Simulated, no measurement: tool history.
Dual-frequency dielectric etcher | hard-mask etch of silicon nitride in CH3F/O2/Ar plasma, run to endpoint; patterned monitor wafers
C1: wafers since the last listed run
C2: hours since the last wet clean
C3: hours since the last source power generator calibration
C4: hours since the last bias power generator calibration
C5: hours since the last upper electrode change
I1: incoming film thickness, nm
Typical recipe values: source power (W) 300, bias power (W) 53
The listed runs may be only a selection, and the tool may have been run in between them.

{"run": 1, "hour": 0.0, "source power (W)": 270, "bias power (W)": 45, "C1": 0, "C2": 621.4, "C3": 4160.2, "C4": 1210.5, "C5": 3523.5, "I1": 48.95, "endpoint time (s)": 91.9}
{"run": 2, "hour": 43.9, "source power (W)": 300, "bias power (W)": 53, "C1": 431, "C2": 665.3, "C3": 4204.1, "C4": 1254.4, "C5": 3567.4, "I1": 49.27, "endpoint time (s)": 86.4}
{"hour": 83.7, "done": "wet clean of the chamber"}
{"run": 3, "hour": 84.2, "source power (W)": 300, "bias power (W)": 53, "C1": 160, "C2": 0.5, "C3": 4244.4, "C4": 1294.7, "C5": 3607.7, "I1": 48.89, "endpoint time (s)": 79.9}
{"run": 4, "hour": 124.7, "source power (W)": 300, "bias power (W)": 53, "C1": 398, "C2": 41, "C3": 4284.9, "C4": 1335.2, "C5": 3648.2, "I1": 49.36, "endpoint time (s)": 81.4}
{"run": 5, "hour": 165.5, "source power (W)": 300, "bias power (W)": 50, "C1": 401, "C2": 81.8, "C3": 4325.7, "C4": 1376, "C5": 3689, "I1": 49.02, "endpoint time (s)": 82.4}
{"run": 6, "hour": 237.2, "source power (W)": 300, "bias power (W)": 50, "C1": 705, "C2": 153.5, "C3": 4397.4, "C4": 1447.7, "C5": 3760.7, "I1": 49.39, "endpoint time (s)": 83.9}
{"run": 7, "hour": 305.7, "source power (W)": 300, "bias power (W)": 50, "C1": 673, "C2": 222, "C3": 4465.9, "C4": 1516.2, "C5": 3829.2, "I1": 48.85, "endpoint time (s)": 83}
{"hour": 343.1, "done": "upper electrode replaced"}
{"run": 8, "hour": 343.9, "source power (W)": 300, "bias power (W)": 53, "C1": 139, "C2": 260.2, "C3": 4504.1, "C4": 1554.4, "C5": 0.8, "I1": 48.66, "endpoint time (s)": 81.4}
{"run": 9, "hour": 401.7, "source power (W)": 300, "bias power (W)": 53, "C1": 568, "C2": 318, "C3": 4561.9, "C4": 1612.2, "C5": 58.6, "I1": 49.16, "endpoint time (s)": 82.8}
{"run": 10, "hour": 464.9, "source power (W)": 300, "bias power (W)": 53, "C1": 621, "C2": 381.2, "C3": 4625.1, "C4": 1675.4, "C5": 121.8, "I1": 48.9, "endpoint time (s)": 82.2}
{"run": 11, "hour": 532.4, "source power (W)": 360, "bias power (W)": 53, "C1": 663, "C2": 448.7, "C3": 4692.6, "C4": 1742.9, "C5": 189.3, "I1": 48.8, "endpoint time (s)": 79}
{"hour": 553.7, "done": "bias power generator calibrated"}
{"run": 12, "hour": 575.3, "source power (W)": 320, "bias power (W)": 46, "C1": 382, "C2": 491.6, "C3": 4735.5, "C4": 21.6, "C5": 232.2, "I1": 48.96, "endpoint time (s)": 86.3}
{"hour": 625.9, "done": "source power generator calibrated"}
{"run": 13, "hour": 636.0, "source power (W)": 350, "bias power (W)": 66, "C1": 557, "C2": 552.3, "C3": 10.1, "C4": 82.3, "C5": 292.9, "I1": 48.97, "endpoint time (s)": 74.8}
{"hour": 667.9, "done": "wet clean of the chamber"}
{"run": 14, "hour": 705.4, "source power (W)": 330, "bias power (W)": 53, "C1": 446, "C2": 37.5, "C3": 79.5, "C4": 151.7, "C5": 362.3, "I1": 48.63, "endpoint time (s)": 77.4}
{"run": 15, "hour": 768.2, "source power (W)": 360, "bias power (W)": 60, "C1": 617, "C2": 100.3, "C3": 142.3, "C4": 214.5, "C5": 425.1, "I1": 49.19, "endpoint time (s)": 73.9}
{"run": 16, "hour": 836.2, "source power (W)": 380, "bias power (W)": 41, "C1": 668, "C2": 168.3, "C3": 210.3, "C4": 282.5, "C5": 493.1, "I1": 48.85, "endpoint time (s)": 83.4}
{"run": 17, "hour": 907.9, "source power (W)": 300, "bias power (W)": 53, "C1": 705, "C2": 240, "C3": 282, "C4": 354.2, "C5": 564.8, "I1": 49.35, "endpoint time (s)": 82.3}
{"run": 18, "hour": 943.9, "source power (W)": 250, "bias power (W)": 66, "C1": 354, "C2": 276, "C3": 318, "C4": 390.2, "C5": 600.8, "I1": 49.36, "endpoint time (s)": 79.1}

Across each entry between runs, compare the hidden state at the last listed run before it with the hidden state at the first listed run after it:
After run 2, before run 3: wet clean of the chamber (hour 83.7)
  etch rate over this chamber's usual, %: -5.51 -> 0.715
  measured result minus the result with no hidden state, endpoint time (s): +4.8 -> -0.6
After run 7, before run 8: upper electrode replaced (hour 343.1)
  etch rate over this chamber's usual, %: -1.16 -> -1.49
  measured result minus the result with no hidden state, endpoint time (s): +1 -> +1.2
After run 11, before run 12: bias power generator calibrated (hour 553.7)
  etch rate over this chamber's usual, %: -3.09 -> -3.45
  measured result minus the result with no hidden state, endpoint time (s): +2.4 -> +2.9
After run 12, before run 13: source power generator calibrated (hour 625.9)
  etch rate over this chamber's usual, %: -3.45 -> -3.97
  measured result minus the result with no hidden state, endpoint time (s): +2.9 -> +2.9
After run 13, before run 14: wet clean of the chamber (hour 667.9)
  etch rate over this chamber's usual, %: -3.97 -> 0.571
  measured result minus the result with no hidden state, endpoint time (s): +2.9 -> -0.5
